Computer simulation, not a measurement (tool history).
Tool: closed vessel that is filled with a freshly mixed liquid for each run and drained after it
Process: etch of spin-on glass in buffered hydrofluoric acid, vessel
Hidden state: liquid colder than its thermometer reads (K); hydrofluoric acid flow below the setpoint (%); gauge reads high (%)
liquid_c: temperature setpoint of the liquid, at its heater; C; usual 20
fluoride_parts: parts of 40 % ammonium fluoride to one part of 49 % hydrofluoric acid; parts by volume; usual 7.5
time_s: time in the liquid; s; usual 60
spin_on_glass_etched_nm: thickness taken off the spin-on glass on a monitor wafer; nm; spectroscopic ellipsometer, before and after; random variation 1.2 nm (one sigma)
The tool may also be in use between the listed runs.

| run | day | liquid_c | fluoride_parts | time_s | wafers since the last listed run | hours since the thermometer was replaced | hours since the hydrofluoric acid flow meter was replaced | hours since the gauge calibration | read-back film thickness of the spin-on glass reference wafer, read on the same gauge (nm) | spin_on_glass_etched_nm |
|---|---|---|---|---|---|---|---|---|---|---|
| 1 | 0 | 20 | 7.5 | 60 | 0 | 2850.6 | 1035.7 | 71.2 | 149.97 | 196.59 |
| 2 | 1.358 | 20 | 7.5 | 60 | 4359 | 2883.2 | 1068.3 | 103.8 | 150.02 | 196.43 |
| 3 | 2.125 | 20 | 7.5 | 60 | 2460 | 2901.6 | 1086.7 | 122.2 | 149.99 | 198.64 |
| 4 | 2.792 | 20 | 7.5 | 60 | 2139 | 2917.6 | 1102.7 | 138.2 | 149.97 | 197.56 |
| 5 | 3.625 | 20 | 7.5 | 60 | 2674 | 2937.6 | 1122.7 | 158.2 | 150.02 | 198.75 |
| 6 | 4.725 | 20 | 7.5 | 60 | 3530 | 2964 | 1149.1 | 184.6 | 150.02 | 197 |
| 7 | 5.396 | 20 | 7.5 | 60 | 2153 | 2980.1 | 1165.2 | 200.7 | 150.03 | 196.5 |
| 8 | 6.417 | 20 | 7.5 | 60 | 3276 | 3004.6 | 1189.7 | 225.2 | 150 | 198.29 |
|  | 6.667 | thermometer replaced |
| 9 | 7.225 | 17.5 | 7.5 | 60 | 2460 | 13.4 | 1209.1 | 244.6 | 150.01 | 171.09 |
| 10 | 7.95 | 17.5 | 7.5 | 60 | 2326 | 30.8 | 1226.5 | 262 | 150 | 171.05 |
| 11 | 8.917 | 20 | 7.5 | 60 | 3102 | 54 | 1249.7 | 285.2 | 149.97 | 197.53 |
| 12 | 10.158 | 17 | 5.5 | 60 | 3985 | 83.8 | 1279.5 | 315 | 150.01 | 219.71 |
|  | 10.267 | hydrofluoric acid flow meter replaced |
| 13 | 11.288 | 20 | 7.5 | 50 | 3490 | 110.9 | 24.5 | 342.1 | 150.01 | 163.89 |
|  | 12.133 | gauge calibrated |
| 14 | 12.196 | 17 | 7.5 | 60 | 2915 | 132.7 | 46.3 | 1.5 | 150 | 165.75 |
| 15 | 13.412 | 20 | 6.5 | 60 | 3904 | 161.9 | 75.5 | 30.7 | 150.02 | 227.67 |
| 16 | 14.721 | 17 | 7.5 | 40 | 4199 | 193.3 | 106.9 | 62.1 | 149.97 | 111.79 |
| 17 | 16.167 | 20 | 7.5 | 60 | 4640 | 228 | 141.6 | 96.8 | 149.99 | 196.72 |
| 18 | 16.738 | 18 | 9 | 80 | 1832 | 241.7 | 155.3 | 110.5 | 150.05 | 193.54 |
| 19 | 17.275 | 17.5 | 7.5 | 90 | 1725 | 254.6 | 168.2 | 123.4 | 150 | 255.5 |
| 20 | 18.721 | 18 | 6.5 | 30 | 4640 | 289.3 | 202.9 | 158.1 | 149.97 | 100.95 |
| 21 | 20.058 | 20 | 9.5 | 30 | 4292 | 321.4 | 235 | 190.2 | 150.03 | 78.11 |
| 22 | 21.121 | 20 | 7.5 | 60 | 3410 | 346.9 | 260.5 | 215.7 | 150 | 197.01 |

The tool's hidden state at each run:
liquid colder than its thermometer reads (K): 0 in every run
hydrofluoric acid flow below the setpoint (%): 0 in every run
gauge reads high (%): 0 in every run
